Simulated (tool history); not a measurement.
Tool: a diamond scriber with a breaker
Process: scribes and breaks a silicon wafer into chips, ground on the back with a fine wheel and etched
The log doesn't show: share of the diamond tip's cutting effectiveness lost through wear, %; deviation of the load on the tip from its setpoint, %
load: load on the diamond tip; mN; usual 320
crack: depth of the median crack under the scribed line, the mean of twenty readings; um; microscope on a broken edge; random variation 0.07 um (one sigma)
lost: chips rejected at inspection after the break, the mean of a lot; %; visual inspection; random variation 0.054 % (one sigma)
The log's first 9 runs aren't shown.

| run | day | load | wafers since the last listed run | hours since the diamond tip was replaced | hours since the load on the tip was calibrated | incoming depth of the damage left on the back of the incoming wafer, um | crack | lost |
|---|---|---|---|---|---|---|---|---|
| 10 | 9.362 | 320 | 29 | 586.2 | 54.7 | 0.43 | 7.86 | 0.94 |
| 11 | 10.842 | 320 | 75 | 621.7 | 90.2 | 0.47 | 7.79 | 0.88 |
| 12 | 11.908 | 292 | 54 | 647.3 | 115.8 | 0.54 | 7.52 | 1.2 |
| 13 | 14.275 | 292 | 120 | 704.1 | 172.6 | 0.73 | 7.59 | 1.09 |
| 14 | 15.312 | 292 | 52 | 729 | 197.5 | 0.4 | 7.61 | 1.06 |
| 15 | 16.188 | 355 | 44 | 750 | 218.5 | 0.3 | 8.31 | 1.34 |
| 16 | 17.583 | 292 | 71 | 783.5 | 252 | 0.54 | 7.7 | 1.11 |
| 17 | 18.188 | 252 | 30 | 798 | 266.5 | 0.74 | 7.22 | 1.66 |
| 18 | 19.008 | 373 | 41 | 817.7 | 286.2 | 0.71 | 8.57 | 1.95 |
|  | 19.592 | diamond tip replaced by a new one |
| 19 | 19.783 | 367 | 35 | 4.6 | 304.8 | 0.73 | 8.62 | 1.84 |
| 20 | 20.5 | 367 | 36 | 21.8 | 322 | 0.37 | 8.63 | 1.65 |
| 21 | 21.379 | 320 | 44 | 42.9 | 343.1 | 0.55 | 7.99 | 0.98 |
| 22 | 22.862 | 393 | 75 | 78.5 | 378.7 | 0.67 | 8.94 | 2.86 |
| 23 | 23.55 | 289 | 34 | 95 | 395.2 | 0.42 | 7.72 | 0.94 |
| 24 | 24.642 | 320 | 55 | 121.2 | 421.4 | 0.56 | 8.08 | 1.09 |
|  | 24.925 | load on the tip recalibrated |
| 25 | 25.621 | 238 | 45 | 144.7 | 16.7 | 0.33 | 6.85 | 2.57 |
| 26 | 26.967 | 320 | 68 | 177 | 49 | 0.68 | 8.05 | 1.02 |
| 27 | 28.112 | 255 | 58 | 204.5 | 76.5 | 0.57 | 7.21 | 1.79 |
| 28 | 29.154 | 320 | 52 | 229.5 | 101.5 | 0.34 | 7.87 | 1.01 |
| 29 | 30.45 | 376 | 65 | 260.6 | 132.6 | 0.3 | 8.7 | 1.91 |
| 30 | 31.683 | 344 | 62 | 290.2 | 162.2 | 0.42 | 8.32 | 1.22 |
| 31 | 32.646 | 375 | 48 | 313.3 | 185.3 | 0.6 | 8.58 | 1.8 |

4 ways to go on from here, each from the tool as it stands after run 31. What would each give?
| A | 32.671 | 320 | 1 | 313.9 | 185.9 | 0.42 | ? | ? |
| B | 32.671 | 370 | 1 | 313.9 | 185.9 | 0.42 | ? | ? |
| C | 32.671 | 256 | 1 | 313.9 | 185.9 | 0.42 | ? | ? |
| D | 32.671 | 275 | 1 | 313.9 | 185.9 | 0.42 | ? | ? |

| run | crack | lost |
|---|---|---|
| A | 8.07 | 0.85 |
| B | 8.65 | 1.61 |
| C | 7.3 | 1.38 |
| D | 7.54 | 1 |
Without the tool's hidden state the same runs would have given:
| run | crack | lost |
|---|---|---|
| A | 7.89 | 0.8 |
| B | 8.46 | 1.26 |
| C | 7.14 | 1.77 |
| D | 7.37 | 1.26 |
